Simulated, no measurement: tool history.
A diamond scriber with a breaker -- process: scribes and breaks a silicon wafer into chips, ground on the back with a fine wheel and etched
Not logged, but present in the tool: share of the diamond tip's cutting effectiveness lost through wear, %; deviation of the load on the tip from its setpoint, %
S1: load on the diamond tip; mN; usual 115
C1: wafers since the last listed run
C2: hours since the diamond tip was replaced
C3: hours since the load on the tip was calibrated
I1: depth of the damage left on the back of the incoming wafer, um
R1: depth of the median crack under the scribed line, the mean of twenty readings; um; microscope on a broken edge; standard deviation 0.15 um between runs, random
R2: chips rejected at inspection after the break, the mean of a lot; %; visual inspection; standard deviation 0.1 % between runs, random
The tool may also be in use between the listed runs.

Run 1, hour 0.0: usual settings; C1 0; C2 71.8; C3 804.6; I1 0.34. Result: R1 9.22 um, R2 1.50 %.
Run 2, hour 29.1: usual settings; C1 103; C2 100.9; C3 833.7; I1 0.74. Result: R1 9.41 um, R2 1.49 %.
Run 3, hour 62.2: usual settings; C1 118; C2 134.0; C3 866.8; I1 0.76. Result: R1 9.43 um, R2 1.57 %.
Run 4, hour 84.9: usual settings; C1 80; C2 156.7; C3 889.5; I1 0.34. Result: R1 9.37 um, R2 1.68 %.
Run 5, hour 119.4: usual settings but S1 136 mN; C1 123; C2 191.2; C3 924.0; I1 0.30. Result: R1 10.34 um, R2 4.86 %.
Run 6, hour 141.7: usual settings but S1 136 mN; C1 79; C2 213.5; C3 946.3; I1 0.51. Result: R1 10.36 um, R2 4.01 %.
Run 7, hour 158.1: usual settings; C1 58; C2 229.9; C3 962.7; I1 0.58. Result: R1 9.63 um, R2 1.82 %.
Run 8, hour 177.8: usual settings but S1 93 mN; C1 70; C2 249.6; C3 982.4; I1 0.34. Result: R1 8.12 um, R2 1.71 %.
Run 9, hour 191.2: usual settings but S1 93 mN; C1 47; C2 263.0; C3 995.8; I1 0.60. Result: R1 8.35 um, R2 1.82 %.
Run 10, hour 222.2: usual settings but S1 93 mN; C1 110; C2 294.0; C3 1026.8; I1 0.33. Result: R1 8.11 um, R2 1.62 %.
Run 11, hour 247.1: usual settings; C1 88; C2 318.9; C3 1051.7; I1 0.54. Result: R1 9.49 um, R2 2.00 %.
Run 12, hour 276.8: usual settings; C1 105; C2 348.6; C3 1081.4; I1 0.63. Result: R1 9.35 um, R2 1.95 %.
Run 13, hour 307.7: usual settings but S1 90 mN; C1 110; C2 379.5; C3 1112.3; I1 0.33. Result: R1 8.27 um, R2 1.62 %.
Run 14, hour 339.2: usual settings but S1 90 mN; C1 112; C2 411.0; C3 1143.8; I1 0.33. Result: R1 8.48 um, R2 2.01 %.
Run 15, hour 356.2: usual settings but S1 90 mN; C1 60; C2 428.0; C3 1160.8; I1 0.68. Result: R1 8.41 um, R2 2.00 %.
At hour 361.0: load on the tip recalibrated.
Run 16, hour 379.0: usual settings; C1 74; C2 450.8; C3 18.0; I1 0.41. Result: R1 8.78 um, R2 1.34 %.
Run 17, hour 463.4: usual settings; C1 301; C2 535.2; C3 102.4; I1 0.38. Result: R1 9.15 um, R2 1.36 %.
Run 18, hour 483.4: usual settings; C1 71; C2 555.2; C3 122.4; I1 0.80. Result: R1 8.86 um, R2 1.19 %.
Run 19, hour 500.7: usual settings; C1 61; C2 572.5; C3 139.7; I1 0.35. Result: R1 8.96 um, R2 1.38 %.
Run 20, hour 514.4: usual settings; C1 48; C2 586.2; C3 153.4; I1 0.55. Result: R1 8.91 um, R2 1.54 %.
Run 21, hour 547.0: usual settings but S1 125 mN; C1 116; C2 618.8; C3 186.0; I1 0.75. Result: R1 9.26 um, R2 1.83 %.
Run 22, hour 560.9: usual settings but S1 141 mN; C1 49; C2 632.7; C3 199.9; I1 0.69. Result: R1 10.14 um, R2 3.21 %.
Run 23, hour 661.0: usual settings but S1 95 mN; C1 357; C2 732.8; C3 300.0; I1 0.64. Result: R1 7.98 um, R2 2.72 %.
Run 24, hour 687.0: usual settings but S1 143 mN; C1 92; C2 758.8; C3 326.0; I1 0.74. Result: R1 10.11 um, R2 4.88 %.
Run 25, hour 708.0: usual settings; C1 74; C2 779.8; C3 347.0; I1 0.63. Result: R1 8.83 um, R2 1.49 %.
Run 26, hour 722.8: usual settings but S1 129 mN; C1 52; C2 794.6; C3 361.8; I1 0.40. Result: R1 9.62 um, R2 2.27 %.
Run 27, hour 747.8: usual settings but S1 133 mN; C1 89; C2 819.6; C3 386.8; I1 0.50. Result: R1 9.87 um, R2 2.70 %.
Run 28, hour 775.3: usual settings but S1 92 mN; C1 98; C2 847.1; C3 414.3; I1 0.32. Result: R1 7.81 um, R2 2.82 %.
Run 29, hour 789.0: usual settings; C1 48; C2 860.8; C3 428.0; I1 0.47. Result: R1 9.07 um, R2 1.52 %.
At hour 814.0: diamond tip replaced by a new one.
Run 30, hour 814.5: usual settings but S1 85 mN; C1 83; C2 0.5; C3 453.5; I1 0.61. Result: R1 7.71 um, R2 4.40 %.
Run 31, hour 838.5: usual settings but S1 147 mN; C1 85; C2 24.5; C3 477.5; I1 0.54. Result: R1 10.51 um, R2 5.45 %.
Run 32, hour 866.4: usual settings but S1 98 mN; C1 99; C2 52.4; C3 505.4; I1 0.36. Result: R1 8.29 um, R2 2.06 %.
Run 33, hour 891.3: usual settings but S1 124 mN; C1 88; C2 77.3; C3 530.3; I1 0.52. Result: R1 9.43 um, R2 2.06 %.
Run 34, hour 906.2: usual settings; C1 53; C2 92.2; C3 545.2; I1 0.45. Result: R1 9.10 um, R2 1.25 %.
Run 35, hour 920.8: usual settings; C1 52; C2 106.8; C3 559.8; I1 0.46. Result: R1 9.25 um, R2 1.52 %.
Run 36, hour 943.4: usual settings; C1 80; C2 129.4; C3 582.4; I1 0.65. Result: R1 9.35 um, R2 1.30 %.
Run 37, hour 974.9: usual settings; C1 112; C2 160.9; C3 613.9; I1 0.60. Result: R1 9.16 um, R2 1.61 %.
Run 38, hour 988.8: usual settings but S1 146 mN; C1 49; C2 174.8; C3 627.8; I1 0.72. Result: R1 10.68 um, R2 4.62 %.
Run 39, hour 1001.7: usual settings but S1 88 mN; C1 46; C2 187.7; C3 640.7; I1 0.73. Result: R1 7.82 um, R2 3.29 %.
Run 40, hour 1017.5: usual settings but S1 127 mN; C1 56; C2 203.5; C3 656.5; I1 0.65. Result: R1 9.87 um, R2 2.60 %.
Run 41, hour 1031.2: usual settings but S1 132 mN; C1 48; C2 217.2; C3 670.2; I1 0.55. Result: R1 9.92 um, R2 3.29 %.

Entry by entry between the runs, the difference in hidden state between the last listed run before and the first listed run after:
In the gap between runs 15 and 16: load on the tip recalibrated (hour 361.0)
  deviation of the load on the tip from its setpoint, %: 15.9 -> 1.67
  measured value less the no-hidden-state value, R1: +0.77 -> +0.09 um; R2: -2.54 -> +0.01 %
In the gap between runs 29 and 30: diamond tip replaced by a new one (hour 814.0)
  deviation of the load on the tip from its setpoint, %: 3.73 -> 3.98
  measured value less the no-hidden-state value, R1: +0.21 -> +0.19 um; R2: +0.06 -> -0.96 %
